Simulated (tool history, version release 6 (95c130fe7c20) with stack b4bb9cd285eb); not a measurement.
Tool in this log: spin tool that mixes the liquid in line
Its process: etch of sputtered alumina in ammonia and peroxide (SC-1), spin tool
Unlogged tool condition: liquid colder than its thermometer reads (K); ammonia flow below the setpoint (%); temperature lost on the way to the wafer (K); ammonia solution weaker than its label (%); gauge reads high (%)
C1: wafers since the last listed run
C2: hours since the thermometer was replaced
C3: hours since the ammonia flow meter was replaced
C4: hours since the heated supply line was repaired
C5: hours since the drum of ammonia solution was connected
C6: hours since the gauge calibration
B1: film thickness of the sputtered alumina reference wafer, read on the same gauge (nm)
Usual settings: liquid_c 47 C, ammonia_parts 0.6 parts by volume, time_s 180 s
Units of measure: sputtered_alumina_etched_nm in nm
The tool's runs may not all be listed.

Run 1, day 0: usual settings; C1 0; C2 354.7; C3 86; C4 990.1; C5 474.2; C6 285.7; B1 150.02. Result: sputtered_alumina_etched_nm 7.6 nm.
Run 2, day 2.846: usual settings; C1 465; C2 423; C3 154.3; C4 1058.4; C5 542.5; C6 354; B1 150.01. Result: sputtered_alumina_etched_nm 7.51 nm.
Run 3, day 6: usual settings but ammonia_parts 0.5 parts by volume, time_s 105 s; C1 515; C2 498.7; C3 230; C4 1134.1; C5 618.2; C6 429.7; B1 149.95. Result: sputtered_alumina_etched_nm 4.36 nm.
Run 4, day 10.25: usual settings; C1 694; C2 600.7; C3 332; C4 1236.1; C5 720.2; C6 531.7; B1 149.97. Result: sputtered_alumina_etched_nm 7.49 nm.
Run 5, day 12.188: usual settings but liquid_c 39.5 C, time_s 260 s; C1 316; C2 647.2; C3 378.5; C4 1282.6; C5 766.7; C6 578.2; B1 150. Result: sputtered_alumina_etched_nm 6.97 nm.
At day 12.708: new drum of ammonia solution connected.
Run 6, day 15.108: usual settings; C1 470; C2 717.3; C3 448.6; C4 1352.7; C5 57.6; C6 648.3; B1 149.99. Result: sputtered_alumina_etched_nm 7.56 nm.
Run 7, day 19.121: usual settings but liquid_c 56 C, ammonia_parts 0.7 parts by volume, time_s 280 s; C1 655; C2 813.6; C3 544.9; C4 1449; C5 153.9; C6 744.6; B1 150.01. Result: sputtered_alumina_etched_nm 19.58 nm.
At day 27.058: thermometer replaced.
Run 8, day 32.083: usual settings but liquid_c 53 C, ammonia_parts 0.45 parts by volume, time_s 125 s; C1 2112; C2 120.6; C3 856; C4 1760.1; C5 465; C6 1055.7; B1 149.98. Result: sputtered_alumina_etched_nm 7.25 nm.
Run 9, day 35: usual settings but liquid_c 38.5 C, ammonia_parts 0.35 parts by volume, time_s 280 s; C1 476; C2 190.6; C3 926; C4 1830.1; C5 535; C6 1125.7; B1 150. Result: sputtered_alumina_etched_nm 6.9 nm.
Run 10, day 38.504: usual settings but liquid_c 56.5 C, time_s 250 s; C1 572; C2 274.7; C3 1010.1; C4 1914.2; C5 619.1; C6 1209.8; B1 149.95. Result: sputtered_alumina_etched_nm 17.67 nm.
At day 39.717: ammonia flow meter replaced.
Run 11, day 40.167: usual settings but time_s 245 s; C1 264; C2 314.6; C3 10.8; C4 1954.1; C5 659; C6 1249.7; B1 149.98. Result: sputtered_alumina_etched_nm 10.38 nm.
Run 12, day 42.183: usual settings; C1 329; C2 363; C3 59.2; C4 2002.5; C5 707.4; C6 1298.1; B1 149.99. Result: sputtered_alumina_etched_nm 7.61 nm.
At day 45.796: new drum of ammonia solution connected.
Run 13, day 46.1: usual settings; C1 633; C2 457; C3 153.2; C4 2096.5; C5 7.3; C6 1392.1; B1 149.98. Result: sputtered_alumina_etched_nm 7.64 nm.
At day 47.904: heated supply line repaired.
Run 14, day 49.879: usual settings but liquid_c 44 C; C1 611; C2 547.7; C3 243.9; C4 47.4; C5 98; C6 1482.8; B1 150.02. Result: sputtered_alumina_etched_nm 6.29 nm.
Run 15, day 52.412: usual settings but liquid_c 39.5 C, ammonia_parts 0.5 parts by volume; C1 414; C2 608.5; C3 304.7; C4 108.2; C5 158.8; C6 1543.6; B1 150. Result: sputtered_alumina_etched_nm 4.82 nm.
Run 16, day 55.842: usual settings but liquid_c 39 C, ammonia_parts 0.75 parts by volume, time_s 225 s; C1 560; C2 690.8; C3 387; C4 190.5; C5 241.1; C6 1625.9; B1 149.98. Result: sputtered_alumina_etched_nm 6.03 nm.
Run 17, day 58.392: usual settings but liquid_c 54 C, time_s 90 s; C1 416; C2 752; C3 448.2; C4 251.7; C5 302.3; C6 1687.1; B1 149.96. Result: sputtered_alumina_etched_nm 5.52 nm.
Run 18, day 59.904: usual settings but liquid_c 42.5 C, ammonia_parts 0.4 parts by volume, time_s 285 s; C1 247; C2 788.3; C3 484.5; C4 288; C5 338.6; C6 1723.4; B1 150. Result: sputtered_alumina_etched_nm 8.87 nm.
Run 19, day 61.962: usual settings but ammonia_parts 0.85 parts by volume, time_s 260 s; C1 336; C2 837.7; C3 533.9; C4 337.4; C5 388; C6 1772.8; B1 149.98. Result: sputtered_alumina_etched_nm 11.27 nm.
Run 20, day 64.871: usual settings but liquid_c 53.5 C, ammonia_parts 0.8 parts by volume, time_s 80 s; C1 475; C2 907.5; C3 603.7; C4 407.2; C5 457.8; C6 1842.6; B1 149.99. Result: sputtered_alumina_etched_nm 4.9 nm.
Run 21, day 67.65: usual settings but liquid_c 41.5 C, time_s 220 s; C1 454; C2 974.2; C3 670.4; C4 473.9; C5 524.5; C6 1909.3; B1 150.01. Result: sputtered_alumina_etched_nm 6.6 nm.
At day 69.342: thermometer replaced.
Run 22, day 71.625: usual settings; C1 643; C2 54.8; C3 765.8; C4 569.3; C5 619.9; C6 2004.7; B1 149.98. Result: sputtered_alumina_etched_nm 7.63 nm.
Run 23, day 73.542: usual settings; C1 313; C2 100.8; C3 811.8; C4 615.3; C5 665.9; C6 2050.7; B1 150. Result: sputtered_alumina_etched_nm 7.65 nm.
At day 76.846: new drum of ammonia solution connected.
Run 24, day 77.996: usual settings but liquid_c 40 C, ammonia_parts 0.9 parts by volume, time_s 120 s; C1 721; C2 207.7; C3 918.7; C4 722.2; C5 27.6; C6 2157.6; B1 149.97. Result: sputtered_alumina_etched_nm 3.53 nm.
Run 25, day 82.233: usual settings; C1 692; C2 309.4; C3 1020.4; C4 823.9; C5 129.3; C6 2259.3; B1 150. Result: sputtered_alumina_etched_nm 7.6 nm.

The tool's hidden state at each run:
ammonia flow below the setpoint (%): 0 across all the runs
temperature lost on the way to the wafer (K): 0 across all the runs
ammonia solution weaker than its label (%): 0 across all the runs
gauge reads high (%): 0 across all the runs
H1: liquid colder than its thermometer reads (K)
run      H1
  1    0.16
  2   0.188
  3    0.22
  4   0.263
  5   0.283
  6   0.312
  7   0.353
  8  0.0854
  9   0.115
 10    0.15
 11   0.167
 12   0.187
 13   0.227
 14   0.265
 15   0.291
 16   0.325
 17   0.351
 18   0.366
 19   0.387
 20   0.416
 21   0.445
 22  0.0983
 23   0.118
 24   0.163
 25   0.205

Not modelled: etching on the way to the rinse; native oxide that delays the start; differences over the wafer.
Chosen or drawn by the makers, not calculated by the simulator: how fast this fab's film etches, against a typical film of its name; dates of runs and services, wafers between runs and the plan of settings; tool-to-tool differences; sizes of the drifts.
